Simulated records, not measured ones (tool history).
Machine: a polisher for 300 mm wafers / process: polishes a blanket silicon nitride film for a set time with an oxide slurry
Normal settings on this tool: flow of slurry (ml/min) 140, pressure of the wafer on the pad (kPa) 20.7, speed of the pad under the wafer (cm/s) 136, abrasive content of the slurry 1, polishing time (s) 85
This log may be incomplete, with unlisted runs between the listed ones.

run,day,flow of slurry (ml/min),pressure of the wafer on the pad (kPa),speed of the pad under the wafer (cm/s),abrasive content of the slurry,polishing time (s),wafers since the last listed run,wafers polished on this pad,hours since the slurry nozzle was cleaned,hours since the head pressure was calibrated,hours since the slurry blender was calibrated,hours since the conditioning disc was replaced,"incoming thickness of the incoming film, nm",film removed (angstrom)
1,0,140,20.7,136,1,85,0,143,489.7,560.9,70.7,29.9,267.8,517
2,0.762,140,20.7,136,1,85,166,310,508,579.2,89,48.2,273.5,506
3,2.067,140,20.7,136,1,97,285,595,539.3,610.5,120.3,79.5,267.7,586
4,2.833,140,20.7,136,1,97,167,763,557.7,628.9,138.7,97.9,267.3,587
# day 3.204: head pressure recalibrated
5,3.529,140,20.7,98,1,85,134,897,574.4,7.8,155.4,114.6,270.9,405
6,4.042,140,20.7,98,1,85,112,1009,586.7,20.1,167.7,126.9,266.2,401
# day 4.558: slurry blender recalibrated
7,5.142,170,20.7,136,0.9,85,222,1231,613.1,46.5,14,153.3,273,492
8,5.862,105,22.8,162,1,67,157,1389,630.4,63.8,31.3,170.6,264.9,432
# day 6.512: conditioning disc replaced and pad reconditioned
9,6.679,140,15.2,136,0.85,85,160,1549,650,83.4,50.9,4,274.6,369
# day 6.938: worn pad replaced by a new one
10,8.325,140,20.7,136,1.25,59,323,303,689.5,122.9,90.4,43.5,264.8,377
11,9.817,140,26.9,136,0.85,85,326,630,725.3,158.7,126.2,79.3,272.2,631
12,10.642,140,14.5,136,1,85,180,810,745.1,178.5,146,99.1,269.1,357
13,11.771,140,20.7,136,1,85,247,1057,772.2,205.6,173.1,126.2,272.2,507
14,12.725,140,15.9,136,1,85,208,1266,795.1,228.5,196,149.1,270.3,381
# day 13.762: slurry blender recalibrated
15,13.783,140,20.7,136,1,85,213,1479,820.5,253.9,0.5,174.5,269.5,472
# day 14.817: conditioning disc replaced and pad reconditioned
16,14.871,115,15.9,136,1.1,85,219,1699,846.6,280,26.6,1.3,269.5,391
# day 15.154: slurry nozzle cleaned
# day 15.292: worn pad replaced by a new one
17,16.208,140,20.7,136,1,85,253,200,25.3,312.1,58.7,33.4,267.7,527
18,17.354,140,23.4,158,1.1,66,250,451,52.8,339.6,86.2,60.9,273.1,498
19,20.633,140,20.7,136,1,102,717,1168,131.5,418.3,164.9,139.6,267,592
20,21.15,165,20.7,136,1.2,61,113,1281,143.9,430.7,177.3,152,275.9,374
# day 22.004: slurry blender recalibrated
21,22.604,140,20.7,136,1,85,299,1581,178.8,465.6,14.4,186.9,269.9,463
# day 23.554: conditioning disc replaced and pad reconditioned
# day 23.679: worn pad replaced by a new one
22,23.996,125,26.2,88,0.85,85,259,69,212.2,499,47.8,10.6,269.6,462
23,25.454,110,20.7,136,1,102,319,388,247.2,534,82.8,45.6,269.8,591
24,26.079,140,20.7,96,1,101,136,525,262.2,549,97.8,60.6,270.2,475
25,27.062,125,20.7,136,1,85,215,740,285.8,572.6,121.4,84.2,271.9,516
26,27.646,155,20.7,100,1,85,127,868,299.8,586.6,135.4,98.2,269.7,424

What if the next run were any one of these 3? Each begins from the tool's condition after run 26:
A,27.662,170,20.7,136,1,85,3,871,300.2,587,135.8,98.6,273.5,?
B,27.662,140,25.5,136,1.1,85,3,871,300.2,587,135.8,98.6,273.5,?
C,27.662,140,14.5,112,1.2,99,3,871,300.2,587,135.8,98.6,273.5,?

run,film removed (angstrom)
A,522
B,634
C,381
Without the tool's hidden state the same runs would have given:
run,film removed (angstrom)
A,539
B,659
C,388

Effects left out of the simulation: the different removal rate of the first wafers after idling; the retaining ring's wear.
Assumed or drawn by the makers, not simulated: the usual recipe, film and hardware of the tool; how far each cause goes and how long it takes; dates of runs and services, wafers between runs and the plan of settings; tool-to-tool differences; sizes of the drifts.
